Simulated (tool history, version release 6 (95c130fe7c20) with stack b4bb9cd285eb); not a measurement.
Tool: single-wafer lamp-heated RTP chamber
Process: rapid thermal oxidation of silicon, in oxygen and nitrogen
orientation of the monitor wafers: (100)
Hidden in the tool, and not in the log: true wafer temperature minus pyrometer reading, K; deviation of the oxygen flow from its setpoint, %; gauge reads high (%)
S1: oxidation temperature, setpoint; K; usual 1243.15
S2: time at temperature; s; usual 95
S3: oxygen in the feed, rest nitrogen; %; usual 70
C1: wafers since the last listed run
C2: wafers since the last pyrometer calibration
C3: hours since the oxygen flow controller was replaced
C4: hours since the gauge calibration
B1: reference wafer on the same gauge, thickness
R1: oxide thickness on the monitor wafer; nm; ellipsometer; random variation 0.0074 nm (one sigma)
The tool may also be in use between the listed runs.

| run | hour | S1 | S2 | S3 | C1 | C2 | C3 | C4 | B1 | R1 |
|---|---|---|---|---|---|---|---|---|---|---|
| 1 | 0.0 | 1243.15 | 95 | 70 | 0 | 2388 | 5372.0 | 617.6 | 4.530 | 4.998 |
|  | 28.2 | pyrometer window cleaned and pyrometer calibrated |
| 2 | 29.0 | 1243.15 | 95 | 70 | 199 | 7 | 5401.0 | 646.6 | 4.531 | 4.941 |
| 3 | 87.3 | 1243.15 | 95 | 70 | 552 | 560 | 5459.3 | 704.9 | 4.528 | 4.933 |
| 4 | 123.9 | 1243.15 | 95 | 70 | 346 | 907 | 5495.9 | 741.5 | 4.528 | 4.963 |
| 5 | 162.0 | 1243.15 | 95 | 70 | 361 | 1268 | 5534.0 | 779.6 | 4.530 | 4.955 |
| 6 | 215.4 | 1243.15 | 95 | 70 | 506 | 1774 | 5587.4 | 833.0 | 4.529 | 4.967 |
| 7 | 268.0 | 1243.15 | 95 | 70 | 498 | 2273 | 5640.0 | 885.6 | 4.529 | 4.984 |
| 8 | 307.2 | 1258.15 | 95 | 70 | 371 | 2645 | 5679.2 | 924.8 | 4.531 | 5.588 |
|  | 340.6 | pyrometer window cleaned and pyrometer calibrated |
| 9 | 378.6 | 1258.15 | 95 | 70 | 600 | 359 | 5750.6 | 996.2 | 4.530 | 5.528 |
| 10 | 436.9 | 1258.15 | 95 | 70 | 552 | 912 | 5808.9 | 1054.5 | 4.532 | 5.546 |
| 11 | 470.6 | 1243.15 | 95 | 70 | 319 | 1232 | 5842.6 | 1088.2 | 4.530 | 4.962 |
|  | 529.9 | gauge calibrated |
| 12 | 530.7 | 1243.15 | 95 | 70 | 569 | 1801 | 5902.7 | 0.8 | 4.530 | 4.977 |
|  | 649.9 | pyrometer window cleaned and pyrometer calibrated |
| 13 | 658.1 | 1243.15 | 95 | 70 | 1131 | 77 | 6030.1 | 128.2 | 4.530 | 4.957 |
| 14 | 716.3 | 1220.15 | 95 | 84 | 551 | 629 | 6088.3 | 186.4 | 4.532 | 4.435 |
| 15 | 765.5 | 1243.15 | 109 | 70 | 466 | 1095 | 6137.5 | 235.6 | 4.530 | 5.254 |
| 16 | 818.6 | 1243.15 | 95 | 70 | 503 | 1599 | 6190.6 | 288.7 | 4.531 | 4.972 |
| 17 | 848.0 | 1258.15 | 80 | 98 | 278 | 1877 | 6220.0 | 318.1 | 4.529 | 5.782 |
|  | 898.3 | pyrometer window cleaned and pyrometer calibrated |
| 18 | 903.9 | 1243.15 | 95 | 70 | 454 | 52 | 6275.9 | 374.0 | 4.531 | 4.943 |
| 19 | 953.9 | 1231.15 | 52 | 89 | 473 | 526 | 6325.9 | 424.0 | 4.530 | 3.818 |
|  | 975.1 | oxygen flow controller replaced |
| 20 | 1009.2 | 1243.15 | 139 | 60 | 448 | 975 | 34.1 | 479.3 | 4.529 | 5.569 |

Forecast run 21:
| 21 | 1075.6 | 1243.15 | 95 | 42 | 629 | 1604 | 100.5 | 545.7 | ? | ? |

Run 21 gave B1 4.530, R1 4.202 nm.
Without the tool's hidden state the same run would have given R1 4.180 nm.
